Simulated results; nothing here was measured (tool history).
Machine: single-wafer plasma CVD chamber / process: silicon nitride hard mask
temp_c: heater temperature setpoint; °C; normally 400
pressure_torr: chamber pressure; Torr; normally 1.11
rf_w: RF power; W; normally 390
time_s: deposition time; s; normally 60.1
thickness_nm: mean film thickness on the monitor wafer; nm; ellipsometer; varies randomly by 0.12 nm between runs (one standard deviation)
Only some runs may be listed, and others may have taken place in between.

run	hour	temp_c	pressure_torr	rf_w	time_s	wafers since the last listed run	hours since the last thermocouple change	hours since the last RF generator calibration	hours since the last manometer calibration	hours since the showerhead was replaced	hours since the gauge calibration	read-back reference wafer on the same gauge, thickness_nm	thickness_nm
1	0.0	400	1.11	390	60.1	0	618.3	1940.8	1570.6	6510.1	75.4	75.166	73.496
2	13.8	400	1.11	390	60.1	168	632.1	1954.6	1584.4	6523.9	89.2	75.192	73.261
3	28.9	391	1.25	390	60.1	184	647.2	1969.7	1599.5	6539.0	104.3	75.200	75.894
4	38.8	391	1.25	390	60.1	120	657.1	1979.6	1609.4	6548.9	114.2	75.209	75.520
5	50.0	400	1.29	390	60.1	136	668.3	1990.8	1620.6	6560.1	125.4	75.200	75.756
6	61.5	400	1.29	390	60.1	140	679.8	2002.3	1632.1	6571.6	136.9	75.196	75.716
7	73.7	400	1.11	390	60.1	149	692.0	2014.5	1644.3	6583.8	149.1	75.238	73.392
8	84.3	400	1.11	390	60.1	129	702.6	2025.1	1654.9	6594.4	159.7	75.177	73.275
# hour 93.8: RF generator calibrated
9	96.1	400	0.98	390	60.1	46	714.4	2.3	1666.7	6606.2	171.5	75.194	75.320
# hour 97.2: gauge calibrated
10	112.3	400	0.98	390	60.1	197	730.6	18.5	1682.9	6622.4	15.1	75.217	75.151
11	121.3	400	0.98	390	60.1	109	739.6	27.5	1691.9	6631.4	24.1	75.219	75.163
12	137.4	400	0.90	390	60.1	196	755.7	43.6	1708.0	6647.5	40.2	75.177	73.891
13	143.4	400	1.11	390	60.1	73	761.7	49.6	1714.0	6653.5	46.2	75.158	77.405
14	160.9	387	1.11	390	60.1	213	779.2	67.1	1731.5	6671.0	63.7	75.217	77.615
15	168.1	400	1.11	390	63.6	87	786.4	74.3	1738.7	6678.2	70.9	75.193	81.713
# hour 190.8: thermocouple changed; heater temperature recalibrated
16	191.3	395	1.03	440	51.9	185	0.5	97.5	1761.9	6701.4	94.1	75.227	70.178
17	195.8	396	0.99	355	63.1	54	5.0	102.0	1766.4	6705.9	98.6	75.234	75.236
# hour 208.2: capacitance manometer re-zeroed and calibrated
18	208.7	400	1.11	390	52.2	59	17.9	114.9	0.5	6718.8	111.5	75.228	67.303
19	214.8	413	1.11	390	52.0	74	24.0	121.0	6.6	6724.9	117.6	75.197	66.594
# hour 236.8: showerhead replaced
20	237.3	400	1.20	390	60.1	177	46.5	143.5	29.1	0.5	140.1	75.253	78.831
21	237.6	400	1.11	455	60.1	3	46.8	143.8	29.4	0.8	140.4	75.214	83.839
22	242.7	400	1.11	390	60.1	62	51.9	148.9	34.5	5.9	145.5	75.198	77.304
23	255.8	400	1.11	390	60.1	160	65.0	162.0	47.6	19.0	158.6	75.216	77.255
24	302.2	400	1.29	325	55.8	567	111.4	208.4	94.0	65.4	205.0	75.217	67.137

What if the next run were any one of these 3? Each begins from the tool's condition after run 24:
A	302.6	400	1.11	390	60.1	4	111.8	208.8	94.4	65.8	205.4	?	?
B	302.6	400	1.31	390	49.8	4	111.8	208.8	94.4	65.8	205.4	?	?
C	302.6	405	1.29	390	60.1	4	111.8	208.8	94.4	65.8	205.4	?	?

run	read-back reference wafer on the same gauge, thickness_nm	thickness_nm
A	75.199	77.425
B	75.199	66.636
C	75.199	79.958
With no hidden state in the tool, these same runs would have given:
run	thickness_nm
A	78.057
B	67.180
C	80.611

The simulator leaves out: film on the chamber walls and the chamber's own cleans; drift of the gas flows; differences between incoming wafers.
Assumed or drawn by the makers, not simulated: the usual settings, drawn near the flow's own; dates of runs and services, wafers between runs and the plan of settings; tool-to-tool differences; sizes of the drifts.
